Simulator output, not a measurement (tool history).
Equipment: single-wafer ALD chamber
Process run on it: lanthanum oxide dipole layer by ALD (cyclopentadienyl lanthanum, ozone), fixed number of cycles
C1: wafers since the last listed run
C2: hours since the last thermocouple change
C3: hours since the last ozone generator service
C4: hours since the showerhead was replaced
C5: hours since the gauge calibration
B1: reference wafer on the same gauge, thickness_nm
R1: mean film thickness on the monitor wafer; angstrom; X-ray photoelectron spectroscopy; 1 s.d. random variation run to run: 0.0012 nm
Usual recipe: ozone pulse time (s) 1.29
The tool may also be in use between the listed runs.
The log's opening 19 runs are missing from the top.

run 20 hour=1027.8 | ozone_pulse_time_(s)=0.84 | C1=616 C2=2245.8 C3=1549.2 C4=103.3 C5=89.2 | B1=0.502 | R1=4.42
run 21 hour=1080.0 | ozone_pulse_time_(s)=1.15 | C1=881 C2=2298.0 C3=1601.4 C4=155.5 C5=141.4 | B1=0.502 | R1=4.78
run 22 hour=1109.9 | ozone_pulse_time_(s)=1.29 | C1=504 C2=2327.9 C3=1631.3 C4=185.4 C5=171.3 | B1=0.502 | R1=4.87
run 23 hour=1248.1 | ozone_pulse_time_(s)=1.75 | C1=2333 C2=2466.1 C3=1769.5 C4=323.6 C5=309.5 | B1=0.502 | R1=5.12
run 24 hour=1299.3 | ozone_pulse_time_(s)=1.77 | C1=864 C2=2517.3 C3=1820.7 C4=374.8 C5=360.7 | B1=0.502 | R1=5.12
-- hour=1327.1 thermocouple changed; heater temperature recalibrated
-- hour=1368.5 ozone generator serviced
run 25 hour=1370.5 | ozone_pulse_time_(s)=1.29 | C1=931 C2=43.4 C3=2.0 C4=446.0 C5=431.9 | B1=0.502 | R1=4.99
run 26 hour=1432.5 | ozone_pulse_time_(s)=1.12 | C1=1046 C2=105.4 C3=64.0 C4=508.0 C5=493.9 | B1=0.502 | R1=4.86
run 27 hour=1461.7 | ozone_pulse_time_(s)=0.97 | C1=493 C2=134.6 C3=93.2 C4=537.2 C5=523.1 | B1=0.502 | R1=4.73
run 28 hour=1510.7 | ozone_pulse_time_(s)=0.87 | C1=827 C2=183.6 C3=142.2 C4=586.2 C5=572.1 | B1=0.502 | R1=4.61
run 29 hour=1561.9 | ozone_pulse_time_(s)=1.29 | C1=864 C2=234.8 C3=193.4 C4=637.4 C5=623.3 | B1=0.502 | R1=5.00
run 30 hour=1633.1 | ozone_pulse_time_(s)=1.05 | C1=1202 C2=306.0 C3=264.6 C4=708.6 C5=694.5 | B1=0.502 | R1=4.78
run 31 hour=1688.4 | ozone_pulse_time_(s)=0.85 | C1=933 C2=361.3 C3=319.9 C4=763.9 C5=749.8 | B1=0.502 | R1=4.54
run 32 hour=1738.0 | ozone_pulse_time_(s)=1.45 | C1=837 C2=410.9 C3=369.5 C4=813.5 C5=799.4 | B1=0.502 | R1=5.06
run 33 hour=1802.8 | ozone_pulse_time_(s)=1.72 | C1=1094 C2=475.7 C3=434.3 C4=878.3 C5=864.2 | B1=0.502 | R1=5.18
run 34 hour=1849.6 | ozone_pulse_time_(s)=1.06 | C1=790 C2=522.5 C3=481.1 C4=925.1 C5=911.0 | B1=0.502 | R1=4.78
run 35 hour=1912.9 | ozone_pulse_time_(s)=1.29 | C1=1068 C2=585.8 C3=544.4 C4=988.4 C5=974.3 | B1=0.502 | R1=4.96

Each row is a separate what-if for the run after 35, all from the same tool condition, not one after another. Results?
run A hour=1913.3 | ozone_pulse_time_(s)=1.29 | C1=6 C2=586.2 C3=544.8 C4=988.8 C5=974.7 | B1=? | R1=?
run B hour=1913.3 | ozone_pulse_time_(s)=1.11 | C1=6 C2=586.2 C3=544.8 C4=988.8 C5=974.7 | B1=? | R1=?
run C hour=1913.3 | ozone_pulse_time_(s)=1.14 | C1=6 C2=586.2 C3=544.8 C4=988.8 C5=974.7 | B1=? | R1=?

run=A B1=0.502 R1=4.95
run=B B1=0.502 R1=4.81
run=C B1=0.502 R1=4.84
Without the tool's hidden state the same runs would have given:
run=A R1=4.98
run=B R1=4.85
run=C R1=4.87
